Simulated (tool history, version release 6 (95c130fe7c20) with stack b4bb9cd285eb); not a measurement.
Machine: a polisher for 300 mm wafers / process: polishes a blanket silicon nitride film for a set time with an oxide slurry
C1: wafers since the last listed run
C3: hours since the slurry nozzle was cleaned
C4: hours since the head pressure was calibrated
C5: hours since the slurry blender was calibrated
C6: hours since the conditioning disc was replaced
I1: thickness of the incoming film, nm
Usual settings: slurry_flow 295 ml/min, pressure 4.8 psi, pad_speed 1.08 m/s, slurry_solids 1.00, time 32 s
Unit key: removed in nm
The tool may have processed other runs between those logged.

run 1 day=0.000 | slurry_flow=295 pressure=4.8 pad_speed=1.08 slurry_solids=1.00 time=32 | C1=0 wafers_polished_on_this_pad=346 C3=336.7 C4=431.7 C5=239.8 C6=245.9 | I1=448.9 | removed=26.0
run 2 day=0.321 | slurry_flow=295 pressure=4.8 pad_speed=1.08 slurry_solids=1.00 time=32 | C1=88 wafers_polished_on_this_pad=435 C3=344.4 C4=439.4 C5=247.5 C6=253.6 | I1=438.4 | removed=25.6
run 3 day=0.729 | slurry_flow=295 pressure=4.1 pad_speed=1.08 slurry_solids=1.00 time=32 | C1=113 wafers_polished_on_this_pad=548 C3=354.2 C4=449.2 C5=257.3 C6=263.4 | I1=443.2 | removed=21.1
run 4 day=0.979 | slurry_flow=295 pressure=4.1 pad_speed=1.08 slurry_solids=1.00 time=32 | C1=69 wafers_polished_on_this_pad=618 C3=360.2 C4=455.2 C5=263.3 C6=269.4 | I1=433.0 | removed=20.8
-- day=1.158 worn pad replaced by a new one
run 5 day=1.454 | slurry_flow=295 pressure=4.8 pad_speed=1.08 slurry_solids=1.00 time=32 | C1=85 wafers_polished_on_this_pad=82 C3=371.6 C4=466.6 C5=274.7 C6=280.8 | I1=449.7 | removed=26.2
run 6 day=1.921 | slurry_flow=295 pressure=4.8 pad_speed=1.08 slurry_solids=1.15 time=32 | C1=129 wafers_polished_on_this_pad=211 C3=382.8 C4=477.8 C5=285.9 C6=292.0 | I1=438.4 | removed=28.0
run 7 day=2.283 | slurry_flow=295 pressure=4.8 pad_speed=1.08 slurry_solids=1.15 time=32 | C1=100 wafers_polished_on_this_pad=312 C3=391.5 C4=486.5 C5=294.6 C6=300.7 | I1=439.2 | removed=26.2
run 8 day=2.650 | slurry_flow=295 pressure=4.8 pad_speed=1.08 slurry_solids=1.15 time=32 | C1=101 wafers_polished_on_this_pad=413 C3=400.3 C4=495.3 C5=303.4 C6=309.5 | I1=438.7 | removed=26.6
run 9 day=2.967 | slurry_flow=295 pressure=4.8 pad_speed=1.08 slurry_solids=1.00 time=32 | C1=87 wafers_polished_on_this_pad=501 C3=407.9 C4=502.9 C5=311.0 C6=317.1 | I1=447.2 | removed=24.6
-- day=3.117 slurry blender recalibrated
-- day=3.550 worn pad replaced by a new one
run 10 day=3.571 | slurry_flow=295 pressure=4.8 pad_speed=1.08 slurry_solids=1.00 time=32 | C1=98 wafers_polished_on_this_pad=6 C3=422.4 C4=517.4 C5=10.9 C6=331.6 | I1=447.0 | removed=27.2
run 11 day=3.779 | slurry_flow=295 pressure=4.8 pad_speed=1.08 slurry_solids=1.00 time=32 | C1=57 wafers_polished_on_this_pad=64 C3=427.4 C4=522.4 C5=15.9 C6=336.6 | I1=442.4 | removed=27.1
run 12 day=4.521 | slurry_flow=295 pressure=4.8 pad_speed=1.08 slurry_solids=0.85 time=39 | C1=205 wafers_polished_on_this_pad=269 C3=445.2 C4=540.2 C5=33.7 C6=354.4 | I1=433.0 | removed=30.0
run 13 day=4.925 | slurry_flow=295 pressure=4.8 pad_speed=1.08 slurry_solids=1.00 time=27 | C1=112 wafers_polished_on_this_pad=381 C3=454.9 C4=549.9 C5=43.4 C6=364.1 | I1=441.1 | removed=21.9
run 14 day=5.304 | slurry_flow=240 pressure=4.8 pad_speed=1.08 slurry_solids=1.00 time=32 | C1=105 wafers_polished_on_this_pad=486 C3=464.0 C4=559.0 C5=52.5 C6=373.2 | I1=449.4 | removed=24.5
-- day=5.550 worn pad replaced by a new one
run 15 day=6.038 | slurry_flow=295 pressure=4.8 pad_speed=0.76 slurry_solids=1.00 time=26 | C1=157 wafers_polished_on_this_pad=134 C3=481.6 C4=576.6 C5=70.1 C6=390.8 | I1=448.5 | removed=17.2
run 16 day=6.608 | slurry_flow=345 pressure=3.4 pad_speed=0.78 slurry_solids=1.00 time=24 | C1=158 wafers_polished_on_this_pad=292 C3=495.3 C4=590.3 C5=83.8 C6=404.5 | I1=437.2 | removed=11.1
-- day=6.867 slurry nozzle cleaned
run 17 day=7.275 | slurry_flow=295 pressure=4.8 pad_speed=1.08 slurry_solids=1.00 time=26 | C1=173 wafers_polished_on_this_pad=466 C3=9.8 C4=606.3 C5=99.8 C6=420.5 | I1=440.9 | removed=19.9
-- day=7.688 worn pad replaced by a new one
run 18 day=7.883 | slurry_flow=295 pressure=4.8 pad_speed=1.22 slurry_solids=1.00 time=37 | C1=122 wafers_polished_on_this_pad=54 C3=24.4 C4=620.9 C5=114.4 C6=435.1 | I1=442.3 | removed=33.5
-- day=8.188 conditioning disc replaced and pad reconditioned
run 19 day=8.208 | slurry_flow=200 pressure=3.8 pad_speed=1.08 slurry_solids=1.00 time=32 | C1=66 wafers_polished_on_this_pad=121 C3=32.2 C4=628.7 C5=122.2 C6=0.5 | I1=438.0 | removed=20.2
-- day=8.325 head pressure recalibrated
run 20 day=8.862 | slurry_flow=295 pressure=4.8 pad_speed=1.08 slurry_solids=1.00 time=32 | C1=158 wafers_polished_on_this_pad=279 C3=47.9 C4=12.9 C5=137.9 C6=16.2 | I1=435.8 | removed=28.0
run 21 day=9.150 | slurry_flow=295 pressure=4.8 pad_speed=1.08 slurry_solids=1.00 time=32 | C1=79 wafers_polished_on_this_pad=359 C3=54.8 C4=19.8 C5=144.8 C6=23.1 | I1=446.6 | removed=28.8
run 22 day=9.708 | slurry_flow=295 pressure=4.8 pad_speed=1.08 slurry_solids=1.00 time=32 | C1=154 wafers_polished_on_this_pad=513 C3=68.2 C4=33.2 C5=158.2 C6=36.5 | I1=438.4 | removed=27.0
-- day=9.996 worn pad replaced by a new one
run 23 day=10.117 | slurry_flow=295 pressure=5.6 pad_speed=1.08 slurry_solids=1.00 time=32 | C1=66 wafers_polished_on_this_pad=33 C3=78.0 C4=43.0 C5=168.0 C6=46.3 | I1=447.4 | removed=33.9
run 24 day=10.483 | slurry_flow=330 pressure=4.3 pad_speed=1.08 slurry_solids=1.00 time=32 | C1=101 wafers_polished_on_this_pad=135 C3=86.8 C4=51.8 C5=176.8 C6=55.1 | I1=443.5 | removed=26.6
run 25 day=10.938 | slurry_flow=295 pressure=4.8 pad_speed=1.08 slurry_solids=1.00 time=32 | C1=125 wafers_polished_on_this_pad=261 C3=97.7 C4=62.7 C5=187.7 C6=66.0 | I1=434.4 | removed=28.3

Here are 5 independent what-if runs from the current tool condition. What would each one return?
run A day=10.954 | slurry_flow=295 pressure=4.8 pad_speed=1.08 slurry_solids=0.85 time=32 | C1=4 wafers_polished_on_this_pad=266 C3=98.1 C4=63.1 C5=188.1 C6=66.4 | I1=434.4 | removed=?
run B day=10.954 | slurry_flow=295 pressure=5.3 pad_speed=1.08 slurry_solids=1.00 time=32 | C1=4 wafers_polished_on_this_pad=266 C3=98.1 C4=63.1 C5=188.1 C6=66.4 | I1=434.4 | removed=?
run C day=10.954 | slurry_flow=235 pressure=4.8 pad_speed=1.08 slurry_solids=1.00 time=32 | C1=4 wafers_polished_on_this_pad=266 C3=98.1 C4=63.1 C5=188.1 C6=66.4 | I1=434.4 | removed=?
run D day=10.954 | slurry_flow=350 pressure=4.3 pad_speed=1.44 slurry_solids=1.00 time=24 | C1=4 wafers_polished_on_this_pad=266 C3=98.1 C4=63.1 C5=188.1 C6=66.4 | I1=434.4 | removed=?
run E day=10.954 | slurry_flow=365 pressure=4.8 pad_speed=0.76 slurry_solids=1.00 time=28 | C1=4 wafers_polished_on_this_pad=266 C3=98.1 C4=63.1 C5=188.1 C6=66.4 | I1=434.4 | removed=?

run=A removed=26.5
run=B removed=31.3
run=C removed=27.6
run=D removed=23.8
run=E removed=19.7
With no hidden state in the tool, these same runs would have given:
run=A removed=28.8
run=B removed=34.0
run=C removed=30.0
run=D removed=25.9
run=E removed=21.4

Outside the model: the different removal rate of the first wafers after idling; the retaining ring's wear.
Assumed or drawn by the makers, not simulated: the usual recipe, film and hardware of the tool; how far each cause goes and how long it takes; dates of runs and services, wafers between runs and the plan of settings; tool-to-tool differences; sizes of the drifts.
